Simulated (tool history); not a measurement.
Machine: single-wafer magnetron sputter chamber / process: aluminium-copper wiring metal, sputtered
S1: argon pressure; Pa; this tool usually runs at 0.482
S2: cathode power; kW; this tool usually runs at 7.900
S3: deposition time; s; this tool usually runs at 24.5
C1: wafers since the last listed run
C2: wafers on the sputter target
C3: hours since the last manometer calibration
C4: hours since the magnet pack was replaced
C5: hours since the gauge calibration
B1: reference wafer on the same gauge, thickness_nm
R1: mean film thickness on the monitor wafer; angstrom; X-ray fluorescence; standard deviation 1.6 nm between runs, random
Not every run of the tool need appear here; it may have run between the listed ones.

run	day	S1	S2	S3	C1	C2	C3	C4	C5	B1	R1
1	0.000	0.482	7.900	24.5	0	4525	192.0	9081.6	390.1	284.878	3120.88
# day 1.288: sputter target and shields replaced
2	3.029	0.482	7.900	24.5	1295	837	264.7	9154.3	462.8	285.366	3212.46
# day 11.012: sputter target and shields replaced
3	11.588	0.482	7.300	24.5	3951	276	470.1	9359.7	668.2	284.782	2991.78
4	13.038	0.482	7.300	24.5	696	972	504.9	9394.5	703.0	285.196	2986.46
5	14.442	0.482	7.300	24.5	674	1647	538.6	9428.2	736.7	285.306	2976.02
# day 15.329: magnet pack replaced
6	17.329	0.482	7.900	24.5	1226	2874	607.9	48.0	806.0	285.269	3125.15
7	19.108	0.482	7.900	24.5	854	3729	650.6	90.7	848.7	285.475	3148.67
# day 19.517: gauge calibrated
# day 20.279: sputter target and shields replaced
8	21.629	0.482	7.900	24.5	1050	647	711.1	151.2	50.7	284.735	3209.36
9	24.221	0.482	7.900	24.5	1244	1892	773.3	213.4	112.9	285.057	3170.64
10	26.242	0.482	7.900	24.5	970	2863	821.8	261.9	161.4	285.008	3173.46
# day 28.846: sputter target and shields replaced
11	28.988	0.482	7.900	24.5	1158	67	887.7	327.8	227.3	284.331	3223.54
12	30.767	0.613	7.900	27.6	854	922	930.4	370.5	270.0	284.986	3470.08
13	32.375	0.294	7.900	26.1	772	1694	969.0	409.1	308.6	284.538	3554.63
14	34.529	0.573	9.500	24.5	1034	2729	1020.7	460.8	360.3	284.259	3644.08
# day 35.212: capacitance manometer re-zeroed and calibrated
15	36.500	0.482	9.450	24.5	786	3516	30.9	508.1	407.6	285.136	3714.36
# day 38.262: sputter target and shields replaced
16	38.283	0.551	6.400	26.3	696	9	73.7	550.9	450.4	284.764	2794.37
17	40.004	0.482	7.900	21.8	826	836	115.0	592.2	491.7	284.841	2839.68
18	42.488	0.482	6.300	24.5	1192	2029	174.6	651.8	551.3	285.327	2557.21
19	45.179	0.482	7.900	24.5	1293	3322	239.2	716.4	615.9	284.897	3148.44
20	47.388	0.482	7.900	24.5	1060	4383	292.2	769.4	668.9	284.828	3137.76
21	48.438	0.321	7.900	25.7	504	4887	317.4	794.6	694.1	285.039	3438.82
# day 49.258: sputter target and shields replaced
22	49.708	0.482	8.550	24.5	450	215	347.9	825.1	724.6	285.015	3435.18

List, for all runs, the conditions of the tool that the log does not record:
true argon pressure above the setpoint (%): 0, the same for each run
gauge reads high (%): 0, the same for each run
H1: deposition rate above that of a new target (%)
run	H1
1	-3.57
2	-1.49
3	-0.57
4	-1.54
5	-2.15
6	-2.82
7	-3.02
8	-1.57
9	-2.75
10	-3.2
11	-0.334
12	-1.63
13	-2.33
14	-2.87
15	-3.13
16	-0.623
17	-1.93
18	-2.95
19	-3.45
20	-3.65
21	-3.71
22	-1.07
